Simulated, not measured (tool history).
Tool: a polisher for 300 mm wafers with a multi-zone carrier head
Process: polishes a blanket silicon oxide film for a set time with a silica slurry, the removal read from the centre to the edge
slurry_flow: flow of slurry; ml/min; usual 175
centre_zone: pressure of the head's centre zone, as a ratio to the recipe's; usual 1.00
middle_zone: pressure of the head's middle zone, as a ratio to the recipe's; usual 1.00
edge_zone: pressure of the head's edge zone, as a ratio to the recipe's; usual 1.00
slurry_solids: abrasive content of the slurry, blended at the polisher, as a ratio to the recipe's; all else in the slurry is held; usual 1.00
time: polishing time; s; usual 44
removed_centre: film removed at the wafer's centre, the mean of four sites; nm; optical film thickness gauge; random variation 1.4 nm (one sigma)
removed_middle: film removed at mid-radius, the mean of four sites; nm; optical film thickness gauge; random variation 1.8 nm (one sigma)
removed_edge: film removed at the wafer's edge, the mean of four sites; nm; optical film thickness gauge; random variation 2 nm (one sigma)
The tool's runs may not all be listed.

run   hour  slurry_flow  centre_zone  middle_zone  edge_zone  slurry_solids  time  incoming thickness of the incoming film, nm  removed_centre  removed_middle  removed_edge
  1    0.0          175         1.00         1.00       1.00           1.00    44                                       1178.6           169.5           161.9         163.7
  2   25.4          175         1.00         1.00       1.00           1.00    44                                       1149.9           168.6           161.9         162.4
  3   50.4          175         1.00         1.00       1.00           1.00    44                                       1160.4           168.6           160.9         160.8
  4  117.2          175         1.00         1.00       1.00           1.00    44                                       1188.5           169.6           160.3         161.4
     125.7  -- centre zone pressure recalibrated
  5  164.8          195         1.00         1.00       0.90           1.25    44                                       1192.1           190.7           178.2         167.1
     207.5  -- edge zone pressure recalibrated
  6  223.0          175         1.00         1.00       1.00           1.00    44                                       1166.7           167.4           160.5         159.5
     262.3  -- worn pad replaced by a new one
  7  281.4          200         1.00         1.08       1.11           1.10    44                                       1172.3           177.6           179.0         178.0
  8  319.2          140         1.00         1.00       1.00           1.00    55                                       1186.7           197.4           187.8         192.0
  9  380.0          175         1.00         0.92       1.05           1.00    44                                       1171.1           161.3           143.2         158.8
     390.7  -- slurry nozzle cleaned
     396.1  -- carrier head's membrane replaced by a new one
     417.1  -- centre zone pressure recalibrated
 10  421.9          115         1.00         1.00       1.05           1.15    32                                       1175.4           123.2           117.4         122.3
 11  453.1          175         1.00         1.00       1.00           1.00    44                                       1187.0           170.2           161.7         158.8
     535.1  -- worn pad replaced by a new one
 12  554.4          175         1.00         1.00       1.00           1.00    44                                       1165.8           167.1           159.2         162.0
 13  581.7          205         1.00         1.05       1.00           0.85    44                                       1156.4           162.1           158.5         150.7
 14  641.4          175         1.00         1.06       1.00           1.30    44                                       1193.8           192.4           191.1         179.3
 15  713.0          175         0.95         1.08       1.00           1.10    59                                       1177.1           222.4           236.3         223.5
 16  749.7          175         1.00         1.00       1.00           1.00    44                                       1171.7           164.6           157.7         160.5

Forecast run 17:
     788.8  -- centre zone pressure recalibrated
 17  801.7          175         0.95         1.00       1.00           1.00    44                                       1180.5               ?               ?             ?

removed_centre: 158.0 nm
removed_middle: 156.9 nm
removed_edge: 161.7 nm
Without the tool's hidden state the same run would have given removed_centre 163.3 nm, removed_middle 161.6 nm, removed_edge 165.2 nm.
